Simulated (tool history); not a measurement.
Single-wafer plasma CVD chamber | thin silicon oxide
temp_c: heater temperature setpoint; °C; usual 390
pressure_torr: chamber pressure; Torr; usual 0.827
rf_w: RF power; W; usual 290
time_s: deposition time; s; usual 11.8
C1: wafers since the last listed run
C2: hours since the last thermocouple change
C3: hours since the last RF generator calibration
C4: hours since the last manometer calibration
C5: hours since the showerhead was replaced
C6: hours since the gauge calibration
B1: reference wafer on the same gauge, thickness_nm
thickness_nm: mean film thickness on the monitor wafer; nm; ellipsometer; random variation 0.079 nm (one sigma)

{"run": 1, "day": 0.0, "temp_c": 390, "pressure_torr": 0.827, "rf_w": 290, "time_s": 11.8, "C1": 0, "C2": 1018.2, "C3": 1018.7, "C4": 414.2, "C5": 5936.8, "C6": 1723.7, "B1": 22.674, "thickness_nm": 23.039}
{"run": 2, "day": 4.146, "temp_c": 390, "pressure_torr": 0.971, "rf_w": 290, "time_s": 11.8, "C1": 1827, "C2": 1117.7, "C3": 1118.2, "C4": 513.7, "C5": 6036.3, "C6": 1823.2, "B1": 22.695, "thickness_nm": 25.515}
{"run": 3, "day": 6.412, "temp_c": 390, "pressure_torr": 0.971, "rf_w": 290, "time_s": 11.8, "C1": 999, "C2": 1172.1, "C3": 1172.6, "C4": 568.1, "C5": 6090.7, "C6": 1877.6, "B1": 22.706, "thickness_nm": 25.315}
{"run": 4, "day": 9.229, "temp_c": 390, "pressure_torr": 0.971, "rf_w": 290, "time_s": 11.8, "C1": 1241, "C2": 1239.7, "C3": 1240.2, "C4": 635.7, "C5": 6158.3, "C6": 1945.2, "B1": 22.722, "thickness_nm": 25.626}
{"run": 5, "day": 13.325, "temp_c": 390, "pressure_torr": 0.774, "rf_w": 290, "time_s": 11.8, "C1": 1805, "C2": 1338.0, "C3": 1338.5, "C4": 734.0, "C5": 6256.6, "C6": 2043.5, "B1": 22.684, "thickness_nm": 21.833}
{"run": 6, "day": 16.617, "temp_c": 390, "pressure_torr": 0.827, "rf_w": 290, "time_s": 11.8, "C1": 1450, "C2": 1417.0, "C3": 1417.5, "C4": 813.0, "C5": 6335.6, "C6": 2122.5, "B1": 22.688, "thickness_nm": 22.83}
{"day": 17.446, "done": "showerhead replaced"}
{"day": 18.188, "done": "capacitance manometer re-zeroed and calibrated"}
{"run": 7, "day": 18.388, "temp_c": 390, "pressure_torr": 0.827, "rf_w": 290, "time_s": 11.8, "C1": 486, "C2": 1459.5, "C3": 1460.0, "C4": 4.8, "C5": 22.6, "C6": 2165.0, "B1": 22.68, "thickness_nm": 22.952}
{"day": 20.867, "done": "gauge calibrated"}
{"run": 8, "day": 21.096, "temp_c": 390, "pressure_torr": 0.827, "rf_w": 290, "time_s": 11.8, "C1": 1193, "C2": 1524.5, "C3": 1525.0, "C4": 69.8, "C5": 87.6, "C6": 5.5, "B1": 22.688, "thickness_nm": 22.87}
{"run": 9, "day": 22.812, "temp_c": 390, "pressure_torr": 0.827, "rf_w": 290, "time_s": 11.8, "C1": 756, "C2": 1565.7, "C3": 1566.2, "C4": 111.0, "C5": 128.8, "C6": 46.7, "B1": 22.718, "thickness_nm": 22.924}
{"run": 10, "day": 26.679, "temp_c": 390, "pressure_torr": 0.827, "rf_w": 290, "time_s": 11.8, "C1": 1704, "C2": 1658.5, "C3": 1659.0, "C4": 203.8, "C5": 221.6, "C6": 139.5, "B1": 22.699, "thickness_nm": 22.959}
{"run": 11, "day": 31.171, "temp_c": 390, "pressure_torr": 0.97, "rf_w": 290, "time_s": 11.8, "C1": 1979, "C2": 1766.3, "C3": 1766.8, "C4": 311.6, "C5": 329.4, "C6": 247.3, "B1": 22.695, "thickness_nm": 25.444}
{"run": 12, "day": 35.038, "temp_c": 390, "pressure_torr": 0.9, "rf_w": 290, "time_s": 14.0, "C1": 1704, "C2": 1859.1, "C3": 1859.6, "C4": 404.4, "C5": 422.2, "C6": 340.1, "B1": 22.696, "thickness_nm": 28.791}
{"day": 36.833, "done": "thermocouple changed; heater temperature recalibrated"}
{"run": 13, "day": 36.958, "temp_c": 390, "pressure_torr": 0.827, "rf_w": 290, "time_s": 11.8, "C1": 699, "C2": 3.0, "C3": 1905.7, "C4": 450.5, "C5": 468.3, "C6": 386.2, "B1": 22.703, "thickness_nm": 22.909}
{"run": 14, "day": 39.438, "temp_c": 395, "pressure_torr": 0.75, "rf_w": 335, "time_s": 13.4, "C1": 1092, "C2": 62.5, "C3": 1965.2, "C4": 510.0, "C5": 527.8, "C6": 445.7, "B1": 22.686, "thickness_nm": 26.045}
{"run": 15, "day": 43.775, "temp_c": 390, "pressure_torr": 0.827, "rf_w": 290, "time_s": 11.8, "C1": 1911, "C2": 166.6, "C3": 2069.3, "C4": 614.1, "C5": 631.9, "C6": 549.8, "B1": 22.684, "thickness_nm": 22.959}
{"day": 45.279, "done": "RF generator calibrated"}
{"run": 16, "day": 46.404, "temp_c": 400, "pressure_torr": 0.892, "rf_w": 290, "time_s": 11.8, "C1": 1011, "C2": 229.7, "C3": 27.0, "C4": 677.2, "C5": 695.0, "C6": 612.9, "B1": 22.713, "thickness_nm": 23.935}
{"run": 17, "day": 49.9, "temp_c": 379, "pressure_torr": 1.019, "rf_w": 250, "time_s": 13.6, "C1": 1540, "C2": 313.6, "C3": 110.9, "C4": 761.1, "C5": 778.9, "C6": 696.8, "B1": 22.713, "thickness_nm": 27.826}
{"run": 18, "day": 53.588, "temp_c": 390, "pressure_torr": 0.827, "rf_w": 290, "time_s": 11.8, "C1": 1625, "C2": 402.1, "C3": 199.4, "C4": 849.6, "C5": 867.4, "C6": 785.3, "B1": 22.706, "thickness_nm": 22.833}
{"run": 19, "day": 62.162, "temp_c": 383, "pressure_torr": 0.827, "rf_w": 320, "time_s": 10.5, "C1": 3779, "C2": 607.9, "C3": 405.2, "C4": 1055.4, "C5": 1073.2, "C6": 991.1, "B1": 22.688, "thickness_nm": 21.574}
{"day": 62.512, "done": "capacitance manometer re-zeroed and calibrated"}
{"run": 20, "day": 65.929, "temp_c": 390, "pressure_torr": 0.827, "rf_w": 290, "time_s": 11.8, "C1": 1513, "C2": 698.3, "C3": 495.6, "C4": 82.0, "C5": 1163.6, "C6": 1081.5, "B1": 22.711, "thickness_nm": 22.795}
{"run": 21, "day": 68.108, "temp_c": 390, "pressure_torr": 0.827, "rf_w": 255, "time_s": 12.6, "C1": 960, "C2": 750.6, "C3": 547.9, "C4": 134.3, "C5": 1215.9, "C6": 1133.8, "B1": 22.693, "thickness_nm": 22.568}
{"run": 22, "day": 71.062, "temp_c": 390, "pressure_torr": 0.649, "rf_w": 310, "time_s": 13.4, "C1": 1302, "C2": 821.5, "C3": 618.8, "C4": 205.2, "C5": 1286.8, "C6": 1204.7, "B1": 22.663, "thickness_nm": 22.644}
{"run": 23, "day": 72.604, "temp_c": 377, "pressure_torr": 0.827, "rf_w": 290, "time_s": 11.8, "C1": 679, "C2": 858.5, "C3": 655.8, "C4": 242.2, "C5": 1323.8, "C6": 1241.7, "B1": 22.681, "thickness_nm": 23.232}
{"run": 24, "day": 74.525, "temp_c": 390, "pressure_torr": 0.827, "rf_w": 290, "time_s": 11.8, "C1": 846, "C2": 904.6, "C3": 701.9, "C4": 288.3, "C5": 1369.9, "C6": 1287.8, "B1": 22.704, "thickness_nm": 22.952}
{"run": 25, "day": 77.775, "temp_c": 394, "pressure_torr": 0.682, "rf_w": 245, "time_s": 9.9, "C1": 1432, "C2": 982.6, "C3": 779.9, "C4": 366.3, "C5": 1447.9, "C6": 1365.8, "B1": 22.679, "thickness_nm": 15.037}
{"run": 26, "day": 79.708, "temp_c": 379, "pressure_torr": 0.827, "rf_w": 340, "time_s": 11.8, "C1": 852, "C2": 1029.0, "C3": 826.3, "C4": 412.7, "C5": 1494.3, "C6": 1412.2, "B1": 22.696, "thickness_nm": 25.157}
{"run": 27, "day": 81.267, "temp_c": 390, "pressure_torr": 0.827, "rf_w": 290, "time_s": 9.9, "C1": 686, "C2": 1066.4, "C3": 863.7, "C4": 450.1, "C5": 1531.7, "C6": 1449.6, "B1": 22.717, "thickness_nm": 19.301}
{"run": 28, "day": 84.225, "temp_c": 396, "pressure_torr": 0.675, "rf_w": 340, "time_s": 11.8, "C1": 1303, "C2": 1137.4, "C3": 934.7, "C4": 521.1, "C5": 1602.7, "C6": 1520.6, "B1": 22.704, "thickness_nm": 21.265}

What the log doesn't show, run by run:
wafer temperature above the value expected at the setpoint (K): 0 in every run
delivered RF power above the setpoint (%): 0 in every run
true pressure above the setpoint (%): 0 in every run
gauge reads high (%): 0 in every run

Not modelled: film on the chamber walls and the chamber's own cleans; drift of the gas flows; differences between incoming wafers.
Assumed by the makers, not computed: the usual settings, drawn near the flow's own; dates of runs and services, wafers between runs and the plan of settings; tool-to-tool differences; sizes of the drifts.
